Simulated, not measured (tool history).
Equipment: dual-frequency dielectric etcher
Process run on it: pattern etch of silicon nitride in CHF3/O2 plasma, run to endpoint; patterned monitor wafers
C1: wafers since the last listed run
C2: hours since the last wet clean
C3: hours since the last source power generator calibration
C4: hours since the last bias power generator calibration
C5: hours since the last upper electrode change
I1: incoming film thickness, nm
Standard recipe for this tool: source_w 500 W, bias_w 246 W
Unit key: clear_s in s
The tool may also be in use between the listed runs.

run 1 hour=0.0 | source_w=500 bias_w=246 | C1=0 C2=479.8 C3=3868.7 C4=3116.4 C5=2950.8 | I1=75.7 | clear_s=48.1
-- hour=95.0 wet clean of the chamber
run 2 hour=95.5 | source_w=500 bias_w=246 | C1=655 C2=0.5 C3=3964.2 C4=3211.9 C5=3046.3 | I1=75.7 | clear_s=49.5
run 3 hour=112.0 | source_w=500 bias_w=246 | C1=151 C2=17.0 C3=3980.7 C4=3228.4 C5=3062.8 | I1=75.1 | clear_s=49.2
run 4 hour=153.8 | source_w=500 bias_w=246 | C1=383 C2=58.8 C3=4022.5 C4=3270.2 C5=3104.6 | I1=75.2 | clear_s=49.7
run 5 hour=181.5 | source_w=500 bias_w=246 | C1=254 C2=86.5 C3=4050.2 C4=3297.9 C5=3132.3 | I1=75.0 | clear_s=49.4
run 6 hour=238.4 | source_w=500 bias_w=246 | C1=521 C2=143.4 C3=4107.1 C4=3354.8 C5=3189.2 | I1=75.8 | clear_s=50.0
run 7 hour=270.5 | source_w=500 bias_w=246 | C1=294 C2=175.5 C3=4139.2 C4=3386.9 C5=3221.3 | I1=74.9 | clear_s=49.6
run 8 hour=296.9 | source_w=500 bias_w=246 | C1=242 C2=201.9 C3=4165.6 C4=3413.3 C5=3247.7 | I1=74.8 | clear_s=48.6
run 9 hour=326.9 | source_w=500 bias_w=246 | C1=275 C2=231.9 C3=4195.6 C4=3443.3 C5=3277.7 | I1=75.0 | clear_s=48.4
run 10 hour=387.7 | source_w=500 bias_w=246 | C1=557 C2=292.7 C3=4256.4 C4=3504.1 C5=3338.5 | I1=75.7 | clear_s=49.2
run 11 hour=455.9 | source_w=500 bias_w=246 | C1=625 C2=360.9 C3=4324.6 C4=3572.3 C5=3406.7 | I1=75.8 | clear_s=48.9
run 12 hour=486.5 | source_w=500 bias_w=272 | C1=280 C2=391.5 C3=4355.2 C4=3602.9 C5=3437.3 | I1=75.1 | clear_s=46.2
run 13 hour=558.1 | source_w=500 bias_w=246 | C1=656 C2=463.1 C3=4426.8 C4=3674.5 C5=3508.9 | I1=75.2 | clear_s=47.6
run 14 hour=616.0 | source_w=500 bias_w=246 | C1=531 C2=521.0 C3=4484.7 C4=3732.4 C5=3566.8 | I1=75.8 | clear_s=48.4
-- hour=662.5 wet clean of the chamber
run 15 hour=669.7 | source_w=420 bias_w=246 | C1=272 C2=7.2 C3=4538.4 C4=3786.1 C5=3620.5 | I1=75.3 | clear_s=52.4
run 16 hour=721.9 | source_w=420 bias_w=246 | C1=478 C2=59.4 C3=4590.6 C4=3838.3 C5=3672.7 | I1=75.2 | clear_s=51.2
run 17 hour=771.0 | source_w=500 bias_w=215 | C1=450 C2=108.5 C3=4639.7 C4=3887.4 C5=3721.8 | I1=76.2 | clear_s=52.2
-- hour=803.4 upper electrode replaced
run 18 hour=946.2 | source_w=610 bias_w=269 | C1=1386 C2=283.7 C3=4814.9 C4=4062.6 C5=142.8 | I1=76.3 | clear_s=45.2
run 19 hour=999.1 | source_w=500 bias_w=246 | C1=485 C2=336.6 C3=4867.8 C4=4115.5 C5=195.7 | I1=74.6 | clear_s=47.8
-- hour=1007.0 source power generator calibrated
run 20 hour=1050.9 | source_w=500 bias_w=185 | C1=438 C2=388.4 C3=43.9 C4=4167.3 C5=247.5 | I1=75.7 | clear_s=52.9
-- hour=1073.9 bias power generator calibrated
run 21 hour=1093.8 | source_w=500 bias_w=280 | C1=356 C2=431.3 C3=86.8 C4=19.9 C5=290.4 | I1=75.9 | clear_s=46.1
run 22 hour=1149.0 | source_w=500 bias_w=246 | C1=506 C2=486.5 C3=142.0 C4=75.1 C5=345.6 | I1=75.5 | clear_s=48.6
-- hour=1212.3 wet clean of the chamber
run 23 hour=1212.8 | source_w=620 bias_w=300 | C1=365 C2=0.5 C3=205.8 C4=138.9 C5=409.4 | I1=75.4 | clear_s=44.1
run 24 hour=1230.9 | source_w=440 bias_w=285 | C1=166 C2=18.6 C3=223.9 C4=157.0 C5=427.5 | I1=75.4 | clear_s=49.5
run 25 hour=1270.2 | source_w=560 bias_w=304 | C1=360 C2=57.9 C3=263.2 C4=196.3 C5=466.8 | I1=75.4 | clear_s=45.1
run 26 hour=1406.4 | source_w=610 bias_w=184 | C1=1249 C2=194.1 C3=399.4 C4=332.5 C5=603.0 | I1=75.7 | clear_s=50.6
run 27 hour=1445.3 | source_w=420 bias_w=246 | C1=356 C2=233.0 C3=438.3 C4=371.4 C5=641.9 | I1=75.9 | clear_s=51.0
run 28 hour=1504.3 | source_w=500 bias_w=246 | C1=541 C2=292.0 C3=497.3 C4=430.4 C5=700.9 | I1=75.2 | clear_s=48.6
run 29 hour=1543.6 | source_w=500 bias_w=281 | C1=360 C2=331.3 C3=536.6 C4=469.7 C5=740.2 | I1=75.2 | clear_s=45.9
run 30 hour=1580.4 | source_w=580 bias_w=246 | C1=337 C2=368.1 C3=573.4 C4=506.5 C5=777.0 | I1=75.7 | clear_s=46.2
run 31 hour=1609.4 | source_w=590 bias_w=228 | C1=265 C2=397.1 C3=602.4 C4=535.5 C5=806.0 | I1=75.6 | clear_s=47.1
run 32 hour=1640.2 | source_w=500 bias_w=296 | C1=282 C2=427.9 C3=633.2 C4=566.3 C5=836.8 | I1=75.2 | clear_s=45.1
run 33 hour=1677.6 | source_w=390 bias_w=280 | C1=343 C2=465.3 C3=670.6 C4=603.7 C5=874.2 | I1=75.9 | clear_s=49.2
-- hour=1756.9 wet clean of the chamber
run 34 hour=1757.4 | source_w=500 bias_w=246 | C1=511 C2=0.5 C3=750.4 C4=683.5 C5=954.0 | I1=75.3 | clear_s=48.9
run 35 hour=1790.0 | source_w=500 bias_w=246 | C1=298 C2=33.1 C3=783.0 C4=716.1 C5=986.6 | I1=75.7 | clear_s=49.9

Table of differences, measured result less the result of that run with no hidden state. Run-to-run variation is the same in both. Gauge scatter possibly is not:
Hidden conditions of the tool in this case: etch rate over this chamber's usual, %; source power that arrives over what is set, %; bias power that arrives over what is set, %.
run=1 clear_s=-2.3
run=2 clear_s=-0.1
run=3 clear_s=-0.2
run=4 clear_s=-0.3
run=5 clear_s=-0.4
run=6 clear_s=-0.7
run=7 clear_s=-0.8
run=8 clear_s=-0.9
run=9 clear_s=-1.1
run=10 clear_s=-1.3
run=11 clear_s=-1.6
run=12 clear_s=-1.7
run=13 clear_s=-2.0
run=14 clear_s=-2.3
run=15 clear_s=+0.0
run=16 clear_s=-0.3
run=17 clear_s=-0.5
run=18 clear_s=-1.1
run=19 clear_s=-1.4
run=20 clear_s=-1.8
run=21 clear_s=-1.7
run=22 clear_s=-2.1
run=23 clear_s=-0.1
run=24 clear_s=-0.1
run=25 clear_s=-0.3
run=26 clear_s=-1.0
run=27 clear_s=-1.2
run=28 clear_s=-1.3
run=29 clear_s=-1.4
run=30 clear_s=-1.6
run=31 clear_s=-1.8
run=32 clear_s=-1.8
run=33 clear_s=-2.1
run=34 clear_s=-0.2
run=35 clear_s=-0.4

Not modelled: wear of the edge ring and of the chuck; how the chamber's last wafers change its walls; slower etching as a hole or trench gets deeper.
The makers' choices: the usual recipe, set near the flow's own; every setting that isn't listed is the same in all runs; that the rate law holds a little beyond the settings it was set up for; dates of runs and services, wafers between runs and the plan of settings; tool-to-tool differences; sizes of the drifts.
